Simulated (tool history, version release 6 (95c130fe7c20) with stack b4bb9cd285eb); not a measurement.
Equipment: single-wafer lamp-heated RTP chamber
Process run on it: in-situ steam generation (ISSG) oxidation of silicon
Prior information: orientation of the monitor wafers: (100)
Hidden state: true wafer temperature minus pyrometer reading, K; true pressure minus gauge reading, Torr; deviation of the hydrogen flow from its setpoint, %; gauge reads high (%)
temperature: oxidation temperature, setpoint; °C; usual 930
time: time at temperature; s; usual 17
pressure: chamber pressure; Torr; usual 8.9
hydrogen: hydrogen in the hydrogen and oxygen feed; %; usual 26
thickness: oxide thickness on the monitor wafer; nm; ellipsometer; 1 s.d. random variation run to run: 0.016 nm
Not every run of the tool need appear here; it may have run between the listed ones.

run	day	temperature	time	pressure	hydrogen	wafers since the last listed run	wafers since the last pyrometer calibration	hours since the pressure gauge was zeroed	hours since the hydrogen flow controller was replaced	hours since the gauge calibration	read-back reference wafer on the same gauge, thickness	thickness
1	0	918	17	9.8	26	0	4182	2724.5	2678.5	43.9	4.91	4.004
2	1.075	918	17	9.8	26	136	4318	2750.3	2704.3	69.7	4.913	3.979
3	2.388	918	17	9.8	26	166	4485	2781.8	2735.8	101.2	4.91	3.978
4	2.892	930	17	8.9	26	64	4549	2793.9	2747.9	113.3	4.913	4.167
5	4.038	930	17	8.9	26	145	4695	2821.4	2775.4	140.8	4.908	4.156
6	4.733	930	17	8.9	26	88	4784	2838.1	2792.1	157.5	4.913	4.151
# day 4.788: gauge calibrated
7	5.908	930	17	8.9	26	149	4933	2866.3	2820.3	26.9	4.913	4.16
8	7.917	939	17	8.9	18	255	5188	2914.5	2868.5	75.1	4.91	3.917
9	8.425	930	13	7.8	20	64	5253	2926.7	2880.7	87.3	4.912	3.573
# day 8.817: pyrometer window cleaned and pyrometer calibrated
10	9.333	944	22	9.8	29	73	65	2948.5	2902.5	109.1	4.909	4.828
# day 10.571: hydrogen flow controller replaced
# day 10.938: pressure gauge zeroed
11	10.958	930	13	7.8	20	121	187	0.5	9.3	148.1	4.911	3.582
12	11.396	930	17	8.9	26	55	243	11	19.8	158.6	4.907	4.156
13	12.142	930	17	8.9	26	94	337	28.9	37.7	176.5	4.91	4.153
# day 12.433: gauge calibrated
14	13.192	930	12	8.3	26	133	471	54.1	62.9	18.2	4.91	3.728
15	14.579	938	17	8.9	26	176	647	87.4	96.2	51.5	4.907	4.269

Predict each of these 4 candidate next runs independently; none follows another, all start after run 15:
A	14.6	930	14	8.9	26	2	650	87.9	96.7	52	?	?
B	14.6	930	17	8.9	18	2	650	87.9	96.7	52	?	?
C	14.6	930	17	10.2	17	2	650	87.9	96.7	52	?	?
D	14.6	937	17	9.4	22	2	650	87.9	96.7	52	?	?

run	read-back reference wafer on the same gauge, thickness	thickness
A	4.912	3.899
B	4.912	3.841
C	4.912	3.725
D	4.912	4.063
Without the tool's unlogged condition, the same runs would have read:
run	thickness
A	3.899
B	3.841
C	3.725
D	4.063
